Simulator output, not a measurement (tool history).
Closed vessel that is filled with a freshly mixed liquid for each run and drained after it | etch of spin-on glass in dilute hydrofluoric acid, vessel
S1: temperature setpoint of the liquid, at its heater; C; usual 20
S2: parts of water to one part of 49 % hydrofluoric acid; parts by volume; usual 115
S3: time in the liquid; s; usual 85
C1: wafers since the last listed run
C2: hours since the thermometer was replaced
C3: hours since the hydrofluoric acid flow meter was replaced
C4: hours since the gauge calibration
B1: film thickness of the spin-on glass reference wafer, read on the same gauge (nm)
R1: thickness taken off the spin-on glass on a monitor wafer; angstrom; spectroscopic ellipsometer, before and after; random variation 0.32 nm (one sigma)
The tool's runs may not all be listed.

run    hour    S1   S2  S3     C1      C2      C3      C4      B1     R1
  1       0    20  115  85      0   791.6   677.6   754.8  149.99  348.1
  2    81.2    20   80  65   7769   872.8   758.8     836     150  404.2
  3   148.4    20   80  65   6430     940     826   903.2  149.97  396.2
  4   383.4    20   80  65  22486    1175    1061  1138.2     150  382.5
  5   693.3    20  115  85  29653  1484.9  1370.9  1448.1     150  325.6
      709.2  -- gauge calibrated
      766.5  -- thermometer replaced
  6   780.7    20  160  85   8267    14.2  1458.3    71.5  150.02  222.7
  7   817.4    20  160  85   3511    50.9    1495   108.2  150.02  220.6
  8     876    20  175  40   5607   109.5  1553.6   166.8  150.02   93.2
  9   937.5    20  115  85   5884     171  1615.1   228.3  149.98  314.4
      969.1  -- hydrofluoric acid flow meter replaced
 10    1027  18.5  150  50   8468   260.5    57.9   317.8  150.02  146.5
 11  1113.6    20  115  45   8286   347.1   144.5   404.4     150    185
 12  1165.8    22  115  45   4994   399.3   196.7   456.6     150  203.8
 13  1205.2    20   80  85   3770   438.7   236.1     496  150.02    524
 14  1246.9    20  115  35   3990   480.4   277.8   537.7  149.99  144.8

Forecast each of these 4 alternatives for the next run:
  A  1247.6    20  115   85  66  481.1  278.5  538.4   ?   ?
  B  1247.6    20  145  135  66  481.1  278.5  538.4   ?   ?
  C  1247.6  21.5  170   45  66  481.1  278.5  538.4   ?   ?
  D  1247.6    20  115  115  66  481.1  278.5  538.4   ?   ?

run      B1     R1
  A  149.97  348.7
  B  149.97  424.9
  C  149.97  124.7
  D  149.97  471.8
Without the tool's hidden state the same runs would have given:
run     R1
  A  364.1
  B  444.1
  C  130.5
  D  492.6

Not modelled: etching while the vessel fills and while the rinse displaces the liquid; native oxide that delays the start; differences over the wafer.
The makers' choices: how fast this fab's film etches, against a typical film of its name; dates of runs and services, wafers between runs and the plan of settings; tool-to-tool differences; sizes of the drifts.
